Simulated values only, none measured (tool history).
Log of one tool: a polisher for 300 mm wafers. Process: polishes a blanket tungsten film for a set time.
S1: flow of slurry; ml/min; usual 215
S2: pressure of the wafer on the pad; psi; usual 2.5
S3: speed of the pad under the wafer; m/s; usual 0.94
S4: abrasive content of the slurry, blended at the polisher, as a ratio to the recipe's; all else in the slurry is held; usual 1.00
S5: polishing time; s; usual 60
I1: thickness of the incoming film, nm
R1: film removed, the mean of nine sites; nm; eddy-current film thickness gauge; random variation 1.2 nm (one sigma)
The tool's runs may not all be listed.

{"run": 1, "hour": 0.0, "S1": 215, "S2": 2.5, "S3": 0.94, "S4": 1.0, "S5": 70, "I1": 821.4, "R1": 202.0}
{"run": 2, "hour": 27.6, "S1": 215, "S2": 2.5, "S3": 0.94, "S4": 1.0, "S5": 60, "I1": 828.6, "R1": 173.5}
{"hour": 33.1, "done": "worn pad replaced by a new one"}
{"run": 3, "hour": 45.6, "S1": 215, "S2": 2.5, "S3": 0.94, "S4": 1.0, "S5": 60, "I1": 819.8, "R1": 171.3}
{"run": 4, "hour": 65.1, "S1": 215, "S2": 2.5, "S3": 0.94, "S4": 1.0, "S5": 60, "I1": 815.0, "R1": 172.4}
{"hour": 71.9, "done": "slurry tank refilled with fresh slurry and peroxide"}
{"run": 5, "hour": 99.0, "S1": 160, "S2": 2.5, "S3": 0.94, "S4": 0.95, "S5": 60, "I1": 810.1, "R1": 162.6}
{"run": 6, "hour": 133.2, "S1": 160, "S2": 2.5, "S3": 0.94, "S4": 0.95, "S5": 60, "I1": 822.7, "R1": 163.7}
{"run": 7, "hour": 157.4, "S1": 215, "S2": 1.9, "S3": 0.94, "S4": 1.0, "S5": 60, "I1": 808.2, "R1": 136.7}
{"run": 8, "hour": 173.3, "S1": 215, "S2": 1.9, "S3": 0.94, "S4": 1.0, "S5": 60, "I1": 832.6, "R1": 138.1}
{"hour": 190.5, "done": "worn pad replaced by a new one"}
{"hour": 210.1, "done": "slurry nozzle cleaned"}
{"run": 9, "hour": 210.6, "S1": 215, "S2": 2.5, "S3": 0.94, "S4": 1.0, "S5": 60, "I1": 822.9, "R1": 172.6}
{"run": 10, "hour": 222.0, "S1": 265, "S2": 2.5, "S3": 0.94, "S4": 1.0, "S5": 60, "I1": 819.2, "R1": 174.8}
{"run": 11, "hour": 236.1, "S1": 265, "S2": 2.5, "S3": 0.94, "S4": 1.0, "S5": 60, "I1": 826.0, "R1": 174.3}
{"hour": 266.7, "done": "slurry tank refilled with fresh slurry and peroxide"}
{"hour": 286.7, "done": "slurry blender recalibrated"}
{"run": 12, "hour": 303.7, "S1": 270, "S2": 2.5, "S3": 0.78, "S4": 0.85, "S5": 60, "I1": 831.3, "R1": 137.6}
{"run": 13, "hour": 326.6, "S1": 150, "S2": 3.4, "S3": 0.94, "S4": 1.25, "S5": 75, "I1": 817.1, "R1": 294.0}
{"hour": 357.1, "done": "worn pad replaced by a new one"}
{"run": 14, "hour": 424.7, "S1": 215, "S2": 2.5, "S3": 0.94, "S4": 1.0, "S5": 47, "I1": 822.7, "R1": 135.2}
{"hour": 437.9, "done": "slurry tank refilled with fresh slurry and peroxide"}
{"run": 15, "hour": 456.7, "S1": 215, "S2": 2.5, "S3": 0.94, "S4": 1.0, "S5": 60, "I1": 826.1, "R1": 174.3}
{"run": 16, "hour": 469.0, "S1": 215, "S2": 2.5, "S3": 0.94, "S4": 1.2, "S5": 60, "I1": 819.3, "R1": 185.2}
{"run": 17, "hour": 488.6, "S1": 215, "S2": 1.7, "S3": 0.94, "S4": 1.0, "S5": 41, "I1": 827.0, "R1": 84.2}
{"hour": 505.2, "done": "head pressure recalibrated"}
{"run": 18, "hour": 513.0, "S1": 215, "S2": 2.5, "S3": 0.94, "S4": 0.75, "S5": 60, "I1": 822.9, "R1": 150.7}
{"run": 19, "hour": 534.4, "S1": 215, "S2": 2.5, "S3": 0.94, "S4": 1.0, "S5": 60, "I1": 821.3, "R1": 171.6}
{"hour": 541.6, "done": "worn pad replaced by a new one"}
{"run": 20, "hour": 559.9, "S1": 270, "S2": 1.9, "S3": 1.18, "S4": 1.0, "S5": 66, "I1": 828.3, "R1": 196.5}
{"run": 21, "hour": 583.3, "S1": 215, "S2": 2.5, "S3": 0.78, "S4": 0.75, "S5": 60, "I1": 815.3, "R1": 126.3}
{"run": 22, "hour": 610.0, "S1": 215, "S2": 3.0, "S3": 0.94, "S4": 0.85, "S5": 60, "I1": 809.8, "R1": 190.1}
{"hour": 624.5, "done": "slurry tank refilled with fresh slurry and peroxide"}
{"run": 23, "hour": 703.4, "S1": 215, "S2": 2.9, "S3": 0.62, "S4": 1.15, "S5": 60, "I1": 827.8, "R1": 136.6}
{"hour": 717.8, "done": "slurry nozzle cleaned"}
{"run": 24, "hour": 722.6, "S1": 215, "S2": 2.5, "S3": 0.94, "S4": 1.2, "S5": 60, "I1": 834.5, "R1": 183.7}
{"hour": 726.7, "done": "worn pad replaced by a new one"}
{"run": 25, "hour": 743.2, "S1": 250, "S2": 2.5, "S3": 0.94, "S4": 1.0, "S5": 47, "I1": 834.8, "R1": 136.5}

5 ways to go on from here, each from the tool as it stands after run 25. What would each give?
{"run": "A", "hour": 743.6, "S1": 215, "S2": 2.5, "S3": 0.94, "S4": 1.0, "S5": 60, "I1": 822.7, "R1": "?"}
{"run": "B", "hour": 743.6, "S1": 185, "S2": 2.5, "S3": 1.16, "S4": 1.0, "S5": 60, "I1": 822.7, "R1": "?"}
{"run": "C", "hour": 743.6, "S1": 215, "S2": 2.5, "S3": 0.94, "S4": 1.25, "S5": 73, "I1": 822.7, "R1": "?"}
{"run": "D", "hour": 743.6, "S1": 270, "S2": 3.3, "S3": 0.94, "S4": 0.75, "S5": 60, "I1": 822.7, "R1": "?"}
{"run": "E", "hour": 743.6, "S1": 280, "S2": 3.2, "S3": 0.78, "S4": 1.0, "S5": 77, "I1": 822.7, "R1": "?"}

run=A R1=172.0
run=B R1=208.6
run=C R1=227.8
run=D R1=198.0
run=E R1=233.7
Without the tool's hidden state the same runs would have given:
run=A R1=172.0
run=B R1=208.6
run=C R1=227.8
run=D R1=198.0
run=E R1=233.7
